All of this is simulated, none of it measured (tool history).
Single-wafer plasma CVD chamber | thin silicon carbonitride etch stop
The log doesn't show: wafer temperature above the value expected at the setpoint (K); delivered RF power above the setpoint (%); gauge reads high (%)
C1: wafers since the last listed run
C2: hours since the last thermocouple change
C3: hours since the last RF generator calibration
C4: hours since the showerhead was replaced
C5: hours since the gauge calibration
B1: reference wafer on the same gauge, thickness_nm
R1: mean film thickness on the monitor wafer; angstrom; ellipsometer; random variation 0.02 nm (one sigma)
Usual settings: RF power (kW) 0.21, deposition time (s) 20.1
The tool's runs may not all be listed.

{"run": 1, "day": 0.0, "RF power (kW)": 0.21, "deposition time (s)": 20.1, "C1": 0, "C2": 1390.8, "C3": 1421.2, "C4": 4040.9, "C5": 934.1, "B1": 10.499, "R1": 112.46}
{"run": 2, "day": 3.638, "RF power (kW)": 0.21, "deposition time (s)": 20.1, "C1": 3277, "C2": 1478.1, "C3": 1508.5, "C4": 4128.2, "C5": 1021.4, "B1": 10.5, "R1": 112.6}
{"run": 3, "day": 6.042, "RF power (kW)": 0.21, "deposition time (s)": 20.1, "C1": 2166, "C2": 1535.8, "C3": 1566.2, "C4": 4185.9, "C5": 1079.1, "B1": 10.501, "R1": 113.19}
{"run": 4, "day": 9.775, "RF power (kW)": 0.21, "deposition time (s)": 20.1, "C1": 3363, "C2": 1625.4, "C3": 1655.8, "C4": 4275.5, "C5": 1168.7, "B1": 10.501, "R1": 112.84}
{"run": 5, "day": 13.058, "RF power (kW)": 0.21, "deposition time (s)": 20.1, "C1": 2958, "C2": 1704.2, "C3": 1734.6, "C4": 4354.3, "C5": 1247.5, "B1": 10.499, "R1": 113.13}
{"day": 13.358, "done": "gauge calibrated"}
{"run": 6, "day": 15.979, "RF power (kW)": 0.21, "deposition time (s)": 20.1, "C1": 2631, "C2": 1774.3, "C3": 1804.7, "C4": 4424.4, "C5": 62.9, "B1": 10.501, "R1": 112.91}
{"run": 7, "day": 18.962, "RF power (kW)": 0.21, "deposition time (s)": 18.1, "C1": 2688, "C2": 1845.9, "C3": 1876.3, "C4": 4496, "C5": 134.5, "B1": 10.5, "R1": 101.71}
{"day": 20.567, "done": "thermocouple changed; heater temperature recalibrated"}
{"day": 21.312, "done": "RF generator calibrated"}
{"run": 8, "day": 21.762, "RF power (kW)": 0.21, "deposition time (s)": 20.1, "C1": 1922, "C2": 28.7, "C3": 10.8, "C4": 4563.2, "C5": 201.7, "B1": 10.499, "R1": 114.14}
{"day": 24.012, "done": "showerhead replaced, of another model than before"}
{"run": 9, "day": 26.233, "RF power (kW)": 0.19, "deposition time (s)": 18.1, "C1": 3728, "C2": 136, "C3": 118.1, "C4": 53.3, "C5": 309, "B1": 10.499, "R1": 99.58}
{"run": 10, "day": 27.771, "RF power (kW)": 0.195, "deposition time (s)": 23.1, "C1": 1385, "C2": 172.9, "C3": 155, "C4": 90.2, "C5": 345.9, "B1": 10.501, "R1": 127.92}
{"run": 11, "day": 29.392, "RF power (kW)": 0.245, "deposition time (s)": 20.1, "C1": 1460, "C2": 211.8, "C3": 193.9, "C4": 129.1, "C5": 384.8, "B1": 10.5, "R1": 118.08}
{"run": 12, "day": 32.333, "RF power (kW)": 0.185, "deposition time (s)": 22.5, "C1": 2650, "C2": 282.4, "C3": 264.5, "C4": 199.7, "C5": 455.4, "B1": 10.501, "R1": 122.73}
{"run": 13, "day": 36.35, "RF power (kW)": 0.185, "deposition time (s)": 18.2, "C1": 3619, "C2": 378.8, "C3": 360.9, "C4": 296.1, "C5": 551.8, "B1": 10.5, "R1": 99.12}

The next listed run, before its measurement:
{"run": 14, "day": 42.396, "RF power (kW)": 0.195, "deposition time (s)": 20.1, "C1": 5447, "C2": 523.9, "C3": 506, "C4": 441.2, "C5": 696.9, "B1": "?", "R1": "?"}

{"run 14": {"B1": 10.5, "R1": 110.66}}
Without the tool's hidden state the same run would have given R1 112.59 angstrom.

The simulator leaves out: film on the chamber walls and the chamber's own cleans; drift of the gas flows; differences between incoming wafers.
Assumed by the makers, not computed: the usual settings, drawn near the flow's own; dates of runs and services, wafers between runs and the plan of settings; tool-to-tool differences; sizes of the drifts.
